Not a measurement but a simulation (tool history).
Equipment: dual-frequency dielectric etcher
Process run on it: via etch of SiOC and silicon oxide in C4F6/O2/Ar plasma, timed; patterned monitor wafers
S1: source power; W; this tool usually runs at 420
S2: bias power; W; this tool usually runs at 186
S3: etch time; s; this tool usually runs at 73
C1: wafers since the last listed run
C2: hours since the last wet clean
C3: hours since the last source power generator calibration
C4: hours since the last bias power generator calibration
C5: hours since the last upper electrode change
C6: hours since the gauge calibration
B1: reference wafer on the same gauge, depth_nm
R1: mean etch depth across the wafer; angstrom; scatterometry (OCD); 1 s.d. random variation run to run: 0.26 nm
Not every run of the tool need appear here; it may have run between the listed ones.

{"run": 1, "day": 0.0, "S1": 420, "S2": 186, "S3": 73, "C1": 0, "C2": 705.2, "C3": 4188.7, "C4": 2145, "C5": 3970.8, "C6": 2039.9, "B1": 76, "R1": 803}
{"run": 2, "day": 1.904, "S1": 420, "S2": 186, "S3": 73, "C1": 343, "C2": 750.9, "C3": 4234.4, "C4": 2190.7, "C5": 4016.5, "C6": 2085.6, "B1": 76, "R1": 804}
{"day": 6.9, "done": "wet clean of the chamber"}
{"run": 3, "day": 6.921, "S1": 420, "S2": 186, "S3": 73, "C1": 724, "C2": 0.5, "C3": 4354.8, "C4": 2311.1, "C5": 4136.9, "C6": 2206, "B1": 76, "R1": 803}
{"run": 4, "day": 8.879, "S1": 420, "S2": 186, "S3": 73, "C1": 353, "C2": 47.5, "C3": 4401.8, "C4": 2358.1, "C5": 4183.9, "C6": 2253, "B1": 76, "R1": 805}
{"day": 12.7, "done": "bias power generator calibrated"}
{"run": 5, "day": 15.471, "S1": 420, "S2": 186, "S3": 73, "C1": 1159, "C2": 205.7, "C3": 4560, "C4": 66.5, "C5": 4342.1, "C6": 2411.2, "B1": 76, "R1": 815}
{"day": 22.367, "done": "upper electrode replaced, of another model than before"}
{"run": 6, "day": 27.796, "S1": 420, "S2": 186, "S3": 73, "C1": 2044, "C2": 501.5, "C3": 4855.8, "C4": 362.3, "C5": 130.3, "C6": 2707, "B1": 76, "R1": 808}
{"run": 7, "day": 29.938, "S1": 420, "S2": 215, "S3": 73, "C1": 386, "C2": 552.9, "C3": 4907.2, "C4": 413.7, "C5": 181.7, "C6": 2758.4, "B1": 76, "R1": 882}
{"run": 8, "day": 33.112, "S1": 420, "S2": 215, "S3": 73, "C1": 573, "C2": 629.1, "C3": 4983.4, "C4": 489.9, "C5": 257.9, "C6": 2834.6, "B1": 76, "R1": 882}
{"day": 37.604, "done": "wet clean of the chamber"}
{"day": 40.771, "done": "gauge calibrated"}
{"run": 9, "day": 42.058, "S1": 420, "S2": 186, "S3": 81.5, "C1": 1434, "C2": 106.9, "C3": 5198.1, "C4": 704.6, "C5": 472.6, "C6": 30.9, "B1": 76, "R1": 906}
{"day": 45.558, "done": "source power generator calibrated"}
{"run": 10, "day": 45.967, "S1": 420, "S2": 186, "S3": 81.5, "C1": 675, "C2": 200.7, "C3": 9.8, "C4": 798.4, "C5": 566.4, "C6": 124.7, "B1": 76, "R1": 908}
{"run": 11, "day": 48.742, "S1": 390, "S2": 172, "S3": 73, "C1": 500, "C2": 267.3, "C3": 76.4, "C4": 865, "C5": 633, "C6": 191.3, "B1": 76, "R1": 758}
{"run": 12, "day": 51.279, "S1": 420, "S2": 223, "S3": 73, "C1": 457, "C2": 328.2, "C3": 137.3, "C4": 925.9, "C5": 693.9, "C6": 252.2, "B1": 76, "R1": 899}
{"run": 13, "day": 54.954, "S1": 420, "S2": 157, "S3": 73, "C1": 663, "C2": 416.4, "C3": 225.5, "C4": 1014.1, "C5": 782.1, "C6": 340.4, "B1": 76, "R1": 727}
{"run": 14, "day": 57.325, "S1": 460, "S2": 186, "S3": 73, "C1": 427, "C2": 473.3, "C3": 282.4, "C4": 1071, "C5": 839, "C6": 397.3, "B1": 76, "R1": 825}
{"run": 15, "day": 59.171, "S1": 420, "S2": 186, "S3": 73, "C1": 333, "C2": 517.6, "C3": 326.7, "C4": 1115.3, "C5": 883.3, "C6": 441.6, "B1": 76, "R1": 806}
{"run": 16, "day": 61.958, "S1": 390, "S2": 142, "S3": 60.5, "C1": 503, "C2": 584.5, "C3": 393.6, "C4": 1182.2, "C5": 950.2, "C6": 508.5, "B1": 76, "R1": 550}
{"run": 17, "day": 64.033, "S1": 380, "S2": 186, "S3": 73, "C1": 374, "C2": 634.3, "C3": 443.4, "C4": 1232, "C5": 1000, "C6": 558.3, "B1": 76, "R1": 785}
{"day": 65.533, "done": "wet clean of the chamber"}
{"run": 18, "day": 74.779, "S1": 420, "S2": 186, "S3": 73, "C1": 1759, "C2": 221.9, "C3": 701.3, "C4": 1489.9, "C5": 1257.9, "C6": 816.2, "B1": 76, "R1": 805}
{"run": 19, "day": 76.358, "S1": 370, "S2": 186, "S3": 63, "C1": 285, "C2": 259.8, "C3": 739.2, "C4": 1527.8, "C5": 1295.8, "C6": 854.1, "B1": 76, "R1": 674}
{"run": 20, "day": 83.767, "S1": 450, "S2": 186, "S3": 73, "C1": 1337, "C2": 437.6, "C3": 917, "C4": 1705.6, "C5": 1473.6, "C6": 1031.9, "B1": 76, "R1": 814}
{"run": 21, "day": 85.842, "S1": 500, "S2": 212, "S3": 73, "C1": 374, "C2": 487.4, "C3": 966.8, "C4": 1755.4, "C5": 1523.4, "C6": 1081.7, "B1": 76, "R1": 900}
{"run": 22, "day": 89.962, "S1": 420, "S2": 204, "S3": 85, "C1": 743, "C2": 586.3, "C3": 1065.7, "C4": 1854.3, "C5": 1622.3, "C6": 1180.6, "B1": 76, "R1": 981}
{"run": 23, "day": 93.025, "S1": 420, "S2": 186, "S3": 62.5, "C1": 552, "C2": 659.8, "C3": 1139.2, "C4": 1927.8, "C5": 1695.8, "C6": 1254.1, "B1": 75.9, "R1": 686}
{"run": 24, "day": 95.425, "S1": 420, "S2": 210, "S3": 73, "C1": 433, "C2": 717.4, "C3": 1196.8, "C4": 1985.4, "C5": 1753.4, "C6": 1311.7, "B1": 76, "R1": 847}
{"day": 97.425, "done": "wet clean of the chamber"}
{"run": 25, "day": 99.221, "S1": 420, "S2": 209, "S3": 73, "C1": 504, "C2": 43.1, "C3": 1287.9, "C4": 2076.5, "C5": 1844.5, "C6": 1402.8, "B1": 76, "R1": 855}
{"run": 26, "day": 103.425, "S1": 500, "S2": 165, "S3": 79.5, "C1": 758, "C2": 144, "C3": 1388.8, "C4": 2177.4, "C5": 1945.4, "C6": 1503.7, "B1": 76, "R1": 837}
{"day": 104.521, "done": "bias power generator calibrated"}
{"run": 27, "day": 107.871, "S1": 470, "S2": 150, "S3": 89.5, "C1": 772, "C2": 250.7, "C3": 1495.5, "C4": 80.4, "C5": 2052.1, "C6": 1610.4, "B1": 76, "R1": 887}
{"run": 28, "day": 110.183, "S1": 420, "S2": 158, "S3": 73, "C1": 417, "C2": 306.2, "C3": 1551, "C4": 135.9, "C5": 2107.6, "C6": 1665.9, "B1": 76, "R1": 731}
{"run": 29, "day": 114.654, "S1": 420, "S2": 186, "S3": 73, "C1": 806, "C2": 413.5, "C3": 1658.3, "C4": 243.2, "C5": 2214.9, "C6": 1773.2, "B1": 76, "R1": 810}
{"run": 30, "day": 118.404, "S1": 370, "S2": 186, "S3": 73, "C1": 676, "C2": 503.5, "C3": 1748.3, "C4": 333.2, "C5": 2304.9, "C6": 1863.2, "B1": 76, "R1": 788}

Results for each run, recomputed without the tool's hidden state and with each run's random variation untouched:
Hidden state at play: etch rate over this chamber's usual, %; source power that arrives over what is set, %; bias power that arrives over what is set, %; gauge reads high (%).
run=1 R1=812
run=2 R1=814
run=3 R1=814
run=4 R1=816
run=5 R1=816
run=6 R1=811
run=7 R1=886
run=8 R1=886
run=9 R1=911
run=10 R1=913
run=11 R1=763
run=12 R1=906
run=13 R1=733
run=14 R1=832
run=15 R1=813
run=16 R1=555
run=17 R1=794
run=18 R1=816
run=19 R1=685
run=20 R1=829
run=21 R1=918
run=22 R1=1002
run=23 R1=702
run=24 R1=868
run=25 R1=878
run=26 R1=859
run=27 R1=891
run=28 R1=734
run=29 R1=814
run=30 R1=793
